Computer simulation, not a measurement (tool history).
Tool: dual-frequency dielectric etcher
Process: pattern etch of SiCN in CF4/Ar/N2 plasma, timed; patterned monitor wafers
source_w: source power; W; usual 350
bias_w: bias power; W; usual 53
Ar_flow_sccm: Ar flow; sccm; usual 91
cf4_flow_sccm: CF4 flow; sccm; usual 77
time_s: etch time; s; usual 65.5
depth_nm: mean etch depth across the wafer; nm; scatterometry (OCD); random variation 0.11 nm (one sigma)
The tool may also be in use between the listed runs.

run	hour	source_w	bias_w	Ar_flow_sccm	cf4_flow_sccm	time_s	wafers since the last listed run	hours since the last wet clean	hours since the last source power generator calibration	hours since the last bias power generator calibration	hours since the last Ar flow controller change	hours since the last CF4 flow controller change	hours since the last upper electrode change	hours since the gauge calibration	read-back reference wafer on the same gauge, depth_nm	depth_nm
1	0	350	53	98	77	52.5	0	197.6	3286.8	202.9	58.3	4791.2	17.9	58.6	45.02	34.13
2	26.8	420	53	91	77	65.5	215	224.4	3313.6	229.7	85.1	4818	44.7	85.4	45.13	51.23
# hour 50.7: CF4 flow controller replaced
3	61.2	350	46	75	77	65.5	227	258.8	3348	264.1	119.5	10.5	79.1	119.8	45.08	41.47
4	78.6	350	53	70	77	74	139	276.2	3365.4	281.5	136.9	27.9	96.5	137.2	45.06	49.55
5	104.6	350	53	91	77	65.5	208	302.2	3391.4	307.5	162.9	53.9	122.5	163.2	45.09	42.74
6	177.4	350	53	106	83	65.5	584	375	3464.2	380.3	235.7	126.7	195.3	236	45.16	42.6
7	190.1	280	61	91	84	57.5	101	387.7	3476.9	393	248.4	139.4	208	248.7	45.11	31.99
# hour 217.1: wet clean of the chamber
8	218.1	310	53	69	61	74	32	1	3504.9	421	276.4	167.4	236	276.7	45.11	42.67
9	246.1	350	53	84	77	52	224	29	3532.9	449	304.4	195.4	264	304.7	45.17	34.6
# hour 268.4: source power generator calibrated
10	269.4	350	53	91	77	65.5	154	52.3	1	472.3	327.7	218.7	287.3	328	45.08	41.47
11	302	350	53	91	77	65.5	261	84.9	33.6	504.9	360.3	251.3	319.9	360.6	45.1	41.42
12	325.8	350	45	91	77	65.5	191	108.7	57.4	528.7	384.1	275.1	343.7	384.4	45.1	39.19
13	361.7	310	53	110	77	50.5	288	144.6	93.3	564.6	420	311	379.6	420.3	45.13	27.7
14	376.8	350	53	91	77	81.5	121	159.7	108.4	579.7	435.1	326.1	394.7	435.4	45.17	51.61
15	402.2	350	53	91	77	81	203	185.1	133.8	605.1	460.5	351.5	420.1	460.8	45.1	51.35
16	431.4	350	53	91	77	65.5	234	214.3	163	634.3	489.7	380.7	449.3	490	45.02	41.51
17	454.1	350	53	70	77	55.5	182	237	185.7	657	512.4	403.4	472	512.7	45.11	36.04
18	477.2	350	53	91	77	65.5	185	260.1	208.8	680.1	535.5	426.5	495.1	535.8	45.11	41.55
19	508.4	350	53	91	77	65.5	250	291.3	240	711.3	566.7	457.7	526.3	567	45.1	41.55
20	521.2	270	65	91	77	52	102	304.1	252.8	724.1	579.5	470.5	539.1	579.8	45.13	27.45
21	533.4	350	53	79	96	65.5	97	316.3	265	736.3	591.7	482.7	551.3	592	45.1	43.55

Hidden state or all else? Some run-to-run changes of depth_nm, split into what the settings, what came in and random variation would give without the hidden state, and what is left for the hidden state (with any gauge scatter that isn't in both results):
The hidden state here: etch rate over this chamber's usual, %; source power that arrives over what is set, %; bias power that arrives over what is set, %; Ar flow that arrives over what is set, %; CF4 flow that arrives over what is set, %; gauge reads high (%).
Run 1 -> 2: source_w 350 -> 420, Ar_flow_sccm 98 -> 91, time_s 52.5 -> 65.5. depth_nm +17.1 nm: hidden state +0.69, all else +16.41.
Run 7 -> 8: source_w 280 -> 310, bias_w 61 -> 53, Ar_flow_sccm 91 -> 69, cf4_flow_sccm 84 -> 61, time_s 57.5 -> 74, wet clean of the chamber. depth_nm +10.68 nm: hidden state +0.9, all else +9.78.
Run 9 -> 10: Ar_flow_sccm 84 -> 91, time_s 52 -> 65.5, source power generator calibrated. depth_nm +6.87 nm: hidden state -1.28, all else +8.15.
Run 13 -> 14: source_w 310 -> 350, Ar_flow_sccm 110 -> 91, time_s 50.5 -> 81.5. depth_nm +23.91 nm: hidden state +0.26, all else +23.65.

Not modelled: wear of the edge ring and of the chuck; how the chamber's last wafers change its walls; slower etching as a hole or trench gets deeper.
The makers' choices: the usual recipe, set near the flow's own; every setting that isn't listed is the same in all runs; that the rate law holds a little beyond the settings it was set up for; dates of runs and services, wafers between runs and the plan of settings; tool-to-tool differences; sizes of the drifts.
